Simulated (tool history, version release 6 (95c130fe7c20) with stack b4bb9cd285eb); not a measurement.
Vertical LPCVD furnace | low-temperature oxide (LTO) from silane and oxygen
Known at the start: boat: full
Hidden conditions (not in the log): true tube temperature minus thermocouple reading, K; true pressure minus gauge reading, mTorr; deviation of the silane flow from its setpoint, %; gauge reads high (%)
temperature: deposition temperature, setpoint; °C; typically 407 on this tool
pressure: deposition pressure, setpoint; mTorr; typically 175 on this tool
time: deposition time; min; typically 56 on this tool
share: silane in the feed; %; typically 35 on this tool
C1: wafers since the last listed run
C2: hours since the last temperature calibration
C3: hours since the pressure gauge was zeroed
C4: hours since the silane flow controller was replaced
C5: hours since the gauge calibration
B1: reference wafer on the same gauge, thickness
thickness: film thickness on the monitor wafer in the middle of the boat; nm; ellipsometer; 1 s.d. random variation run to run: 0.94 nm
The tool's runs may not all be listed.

Run 1, hour 0: usual settings but pressure 165 mTorr; C1 0; C2 2185; C3 1486.4; C4 3193.4; C5 18.5; B1 346.04. Result: thickness 325.57 nm.
Run 2, hour 41.7: usual settings but pressure 165 mTorr; C1 552; C2 2226.7; C3 1528.1; C4 3235.1; C5 60.2; B1 345.83. Result: thickness 324.45 nm.
Run 3, hour 90.2: usual settings but pressure 165 mTorr; C1 642; C2 2275.2; C3 1576.6; C4 3283.6; C5 108.7; B1 345.91. Result: thickness 323.3 nm.
Run 4, hour 126.3: usual settings but share 38 %; C1 478; C2 2311.3; C3 1612.7; C4 3319.7; C5 144.8; B1 346.14. Result: thickness 381.48 nm.
Run 5, hour 234.2: usual settings but share 38 %; C1 1429; C2 2419.2; C3 1720.6; C4 3427.6; C5 252.7; B1 345.99. Result: thickness 381.64 nm.
Run 6, hour 289.7: usual settings; C1 735; C2 2474.7; C3 1776.1; C4 3483.1; C5 308.2; B1 346.08. Result: thickness 343.49 nm.
Run 7, hour 331.5: usual settings; C1 553; C2 2516.5; C3 1817.9; C4 3524.9; C5 350; B1 345.96. Result: thickness 342.55 nm.
At hour 363.8: thermocouples replaced and temperature profile calibrated.
Run 8, hour 422.9: usual settings; C1 893; C2 59.1; C3 1909.3; C4 3616.3; C5 441.4; B1 345.99. Result: thickness 343.62 nm.

Expected results for the next run?
At hour 472.2: silane flow controller replaced.
Run 9, hour 507.1: usual settings but temperature 404 °C, pressure 195 mTorr, time 78 min, share 29 %; C1 797; C2 143.3; C3 1993.5; C4 34.9; C5 525.6; B1 ?. Result: thickness ?.

B1: 345.95
thickness: 397.42 nm
Without the tool's hidden state the same run would have given thickness 415.61 nm.
